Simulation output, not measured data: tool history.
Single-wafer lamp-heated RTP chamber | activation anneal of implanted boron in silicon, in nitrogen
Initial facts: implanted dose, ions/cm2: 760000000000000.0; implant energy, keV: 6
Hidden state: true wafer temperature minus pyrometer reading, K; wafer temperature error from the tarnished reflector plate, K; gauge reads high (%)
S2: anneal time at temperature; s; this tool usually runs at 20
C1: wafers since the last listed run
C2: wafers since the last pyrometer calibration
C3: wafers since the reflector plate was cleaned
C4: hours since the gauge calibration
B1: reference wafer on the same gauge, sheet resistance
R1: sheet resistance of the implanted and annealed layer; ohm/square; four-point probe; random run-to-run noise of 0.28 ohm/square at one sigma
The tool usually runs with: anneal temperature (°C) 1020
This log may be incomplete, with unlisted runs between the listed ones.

run 1 hour=0.0 | anneal_temperature_(°C)=1020 S2=20 | C1=0 C2=3782 C3=8542 C4=102.7 | B1=174.97 | R1=161.86
run 2 hour=10.0 | anneal_temperature_(°C)=1020 S2=20 | C1=167 C2=3949 C3=8709 C4=112.7 | B1=175.05 | R1=161.45
run 3 hour=20.2 | anneal_temperature_(°C)=998 S2=20 | C1=170 C2=4120 C3=8880 C4=122.9 | B1=175.10 | R1=168.30
run 4 hour=36.3 | anneal_temperature_(°C)=998 S2=20 | C1=268 C2=4389 C3=9149 C4=139.0 | B1=174.99 | R1=168.15
run 5 hour=54.3 | anneal_temperature_(°C)=998 S2=20 | C1=300 C2=4689 C3=9449 C4=157.0 | B1=174.99 | R1=168.32
run 6 hour=70.0 | anneal_temperature_(°C)=1020 S2=13 | C1=262 C2=4952 C3=9712 C4=172.7 | B1=175.07 | R1=164.33
run 7 hour=85.6 | anneal_temperature_(°C)=1020 S2=13 | C1=260 C2=5212 C3=9972 C4=188.3 | B1=175.12 | R1=163.97
run 8 hour=94.3 | anneal_temperature_(°C)=1020 S2=12 | C1=145 C2=5358 C3=10118 C4=197.0 | B1=175.03 | R1=164.64
run 9 hour=105.8 | anneal_temperature_(°C)=1020 S2=12 | C1=192 C2=5550 C3=10310 C4=208.5 | B1=175.04 | R1=164.96
run 10 hour=112.2 | anneal_temperature_(°C)=1020 S2=12 | C1=106 C2=5657 C3=10416 C4=214.9 | B1=175.00 | R1=164.29
run 11 hour=119.6 | anneal_temperature_(°C)=1020 S2=20 | C1=123 C2=5780 C3=10540 C4=222.3 | B1=175.06 | R1=160.71
-- hour=129.5 pyrometer window cleaned and pyrometer calibrated
run 12 hour=131.9 | anneal_temperature_(°C)=1040 S2=20 | C1=71 C2=40 C3=10612 C4=234.6 | B1=174.96 | R1=157.13
run 13 hour=142.2 | anneal_temperature_(°C)=1040 S2=20 | C1=172 C2=212 C3=10784 C4=244.9 | B1=175.01 | R1=157.30
run 14 hour=179.1 | anneal_temperature_(°C)=1040 S2=20 | C1=616 C2=829 C3=11400 C4=281.8 | B1=175.04 | R1=156.78
run 15 hour=195.2 | anneal_temperature_(°C)=1006 S2=14 | C1=268 C2=1097 C3=11669 C4=297.9 | B1=175.03 | R1=167.17
run 16 hour=206.9 | anneal_temperature_(°C)=1050 S2=20 | C1=195 C2=1293 C3=11865 C4=309.6 | B1=175.03 | R1=154.09
-- hour=214.7 gauge calibrated
-- hour=218.4 reflector plate cleaned
run 17 hour=223.1 | anneal_temperature_(°C)=1009 S2=20 | C1=136 C2=1430 C3=78 C4=8.4 | B1=174.97 | R1=167.21
run 18 hour=236.8 | anneal_temperature_(°C)=1028 S2=20 | C1=228 C2=1659 C3=306 C4=22.1 | B1=174.96 | R1=160.66
run 19 hour=249.6 | anneal_temperature_(°C)=1040 S2=20 | C1=213 C2=1872 C3=520 C4=34.9 | B1=174.97 | R1=158.02
run 20 hour=264.0 | anneal_temperature_(°C)=1041 S2=20 | C1=240 C2=2113 C3=761 C4=49.3 | B1=175.02 | R1=157.54
run 21 hour=275.6 | anneal_temperature_(°C)=1020 S2=13 | C1=193 C2=2307 C3=954 C4=60.9 | B1=174.98 | R1=166.00
run 22 hour=288.4 | anneal_temperature_(°C)=996 S2=29 | C1=213 C2=2521 C3=1168 C4=73.7 | B1=175.01 | R1=167.88
run 23 hour=297.1 | anneal_temperature_(°C)=1020 S2=20 | C1=145 C2=2666 C3=1314 C4=82.4 | B1=174.97 | R1=162.96
run 24 hour=314.0 | anneal_temperature_(°C)=1020 S2=20 | C1=282 C2=2948 C3=1596 C4=99.3 | B1=175.08 | R1=162.73
run 25 hour=354.2 | anneal_temperature_(°C)=1034 S2=29 | C1=671 C2=3620 C3=2267 C4=139.5 | B1=174.96 | R1=155.71
run 26 hour=364.4 | anneal_temperature_(°C)=999 S2=29 | C1=170 C2=3790 C3=2438 C4=149.7 | B1=174.95 | R1=166.39
run 27 hour=377.3 | anneal_temperature_(°C)=1028 S2=30 | C1=215 C2=4005 C3=2653 C4=162.6 | B1=175.05 | R1=157.63
run 28 hour=387.3 | anneal_temperature_(°C)=1030 S2=28 | C1=167 C2=4172 C3=2820 C4=172.6 | B1=174.96 | R1=157.29
run 29 hour=396.4 | anneal_temperature_(°C)=1012 S2=24 | C1=151 C2=4324 C3=2972 C4=181.7 | B1=174.99 | R1=163.34

For each run, what was the tool's unlogged condition?
gauge reads high (%): 0 at every run
H1: true wafer temperature minus pyrometer reading, K
H2: wafer temperature error from the tarnished reflector plate, K
run=1 H1=9.31 H2=4.64
run=2 H1=9.44 H2=4.82
run=3 H1=9.55 H2=5
run=4 H1=9.71 H2=5.3
run=5 H1=9.87 H2=5.64
run=6 H1=9.99 H2=5.95
run=7 H1=10.1 H2=6.26
run=8 H1=10.1 H2=6.44
run=9 H1=10.2 H2=6.68
run=10 H1=10.2 H2=6.82
run=11 H1=10.3 H2=6.97
run=12 H1=2.18 H2=7.24
run=13 H1=2.93 H2=7.47
run=14 H1=5.16 H2=8.31
run=15 H1=5.95 H2=8.7
run=16 H1=6.46 H2=8.98
run=17 H1=7.09 H2=0.177
run=18 H1=7.57 H2=0.183
run=19 H1=7.97 H2=0.193
run=20 H1=8.37 H2=0.212
run=21 H1=8.66 H2=0.232
run=22 H1=8.95 H2=0.259
run=23 H1=9.14 H2=0.281
run=24 H1=9.46 H2=0.331
run=25 H1=10.1 H2=0.487
run=26 H1=10.2 H2=0.535
run=27 H1=10.3 H2=0.601
run=28 H1=10.4 H2=0.657
run=29 H1=10.5 H2=0.71

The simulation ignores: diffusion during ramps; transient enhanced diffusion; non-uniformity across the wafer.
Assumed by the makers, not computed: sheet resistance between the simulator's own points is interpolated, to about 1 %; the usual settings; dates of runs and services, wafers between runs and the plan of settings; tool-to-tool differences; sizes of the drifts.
